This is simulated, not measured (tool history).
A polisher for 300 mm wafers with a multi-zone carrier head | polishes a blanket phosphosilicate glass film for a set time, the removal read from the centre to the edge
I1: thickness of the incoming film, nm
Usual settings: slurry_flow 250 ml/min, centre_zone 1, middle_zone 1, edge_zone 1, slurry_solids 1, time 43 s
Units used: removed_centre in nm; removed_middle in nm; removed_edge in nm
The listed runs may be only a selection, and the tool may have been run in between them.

Run 1, hour 0: usual settings but slurry_flow 310 ml/min, time 31 s; I1 4628. Result: removed_centre 259.4 nm, removed_middle 263.3 nm, removed_edge 259.8 nm.
Run 2, hour 37.8: usual settings but slurry_flow 310 ml/min, time 31 s; I1 4597.2. Result: removed_centre 257.5 nm, removed_middle 260 nm, removed_edge 250.8 nm.
Run 3, hour 101.4: usual settings but slurry_flow 310 ml/min, time 31 s; I1 4607.6. Result: removed_centre 254.6 nm, removed_middle 253.9 nm, removed_edge 245.9 nm.
Run 4, hour 162.3: usual settings; I1 4613.6. Result: removed_centre 338 nm, removed_middle 342.1 nm, removed_edge 336.2 nm.
At hour 182.3: worn pad replaced by a new one.
At hour 344.4: slurry nozzle cleaned.
At hour 346: carrier head's membrane replaced by a new one.
Run 5, hour 370.4: usual settings; I1 4649.2. Result: removed_centre 351.5 nm, removed_middle 356.5 nm, removed_edge 346.7 nm.
At hour 410.5: centre zone pressure recalibrated.
At hour 414.8: worn pad replaced by a new one.
Run 6, hour 437: usual settings; I1 4565.4. Result: removed_centre 361.5 nm, removed_middle 365.2 nm, removed_edge 353.6 nm.
Run 7, hour 670.2: usual settings; I1 4546.6. Result: removed_centre 345.4 nm, removed_middle 348.2 nm, removed_edge 337.9 nm.
At hour 722.1: worn pad replaced by a new one.
Run 8, hour 728.8: usual settings; I1 4569.2. Result: removed_centre 362.8 nm, removed_middle 354.9 nm, removed_edge 357.9 nm.
Run 9, hour 777: usual settings but centre_zone 1.05, middle_zone 0.96, slurry_solids 0.9; I1 4651.9. Result: removed_centre 348.9 nm, removed_middle 319.6 nm, removed_edge 326.9 nm.
Run 10, hour 873.5: usual settings but middle_zone 0.92, edge_zone 0.92, time 52 s; I1 4605.3. Result: removed_centre 413.3 nm, removed_middle 372.6 nm, removed_edge 391.2 nm.
Run 11, hour 966: usual settings; I1 4567.8. Result: removed_centre 326.8 nm, removed_middle 320.2 nm, removed_edge 322.4 nm.
At hour 969: edge zone pressure recalibrated.
At hour 999.3: slurry nozzle cleaned.
At hour 1020: carrier head's membrane replaced by a new one.
At hour 1024.5: worn pad replaced by a new one.
Run 12, hour 1064.2: usual settings; I1 4599.7. Result: removed_centre 364.8 nm, removed_middle 365.2 nm, removed_edge 352.8 nm.
Run 13, hour 1130.6: usual settings but middle_zone 1.08; I1 4642.1. Result: removed_centre 358 nm, removed_middle 379.3 nm, removed_edge 346.2 nm.
Run 14, hour 1178.5: usual settings but centre_zone 0.92, edge_zone 1.1, time 29 s; I1 4592.8. Result: removed_centre 216.2 nm, removed_middle 240.3 nm, removed_edge 239.3 nm.
Run 15, hour 1232.6: usual settings; I1 4584.5. Result: removed_centre 349.9 nm, removed_middle 349.5 nm, removed_edge 343.9 nm.
At hour 1264.1: worn pad replaced by a new one.
Run 16, hour 1297.1: usual settings but slurry_flow 180 ml/min, time 54 s; I1 4551.2. Result: removed_centre 420.4 nm, removed_middle 433.4 nm, removed_edge 427.5 nm.
Run 17, hour 1347.4: usual settings but middle_zone 0.92, slurry_solids 0.9; I1 4595.4. Result: removed_centre 334.2 nm, removed_middle 311.7 nm, removed_edge 327.2 nm.

Alternative continuations, all from the tool just after run 17; predict every row:
Run A, hour 1347.8: usual settings; I1 4652.9. Result: removed_centre ?, removed_middle ?, removed_edge ?.
Run B, hour 1347.8: usual settings but edge_zone 0.9, slurry_solids 0.9; I1 4652.9. Result: removed_centre ?, removed_middle ?, removed_edge ?.
Run C, hour 1347.8: usual settings but edge_zone 0.94, slurry_solids 1.25; I1 4652.9. Result: removed_centre ?, removed_middle ?, removed_edge ?.

run  removed_centre  removed_middle  removed_edge
  A           354.8           352.2         340.4
  B           335.4             333         312.1
  C           394.3           391.4         371.4
What these runs would have given with no unlogged condition in the tool:
run  removed_centre  removed_middle  removed_edge
  A           376.1           372.5         358.5
  B           355.5           352.2         328.6
  C           417.9             414         391.1

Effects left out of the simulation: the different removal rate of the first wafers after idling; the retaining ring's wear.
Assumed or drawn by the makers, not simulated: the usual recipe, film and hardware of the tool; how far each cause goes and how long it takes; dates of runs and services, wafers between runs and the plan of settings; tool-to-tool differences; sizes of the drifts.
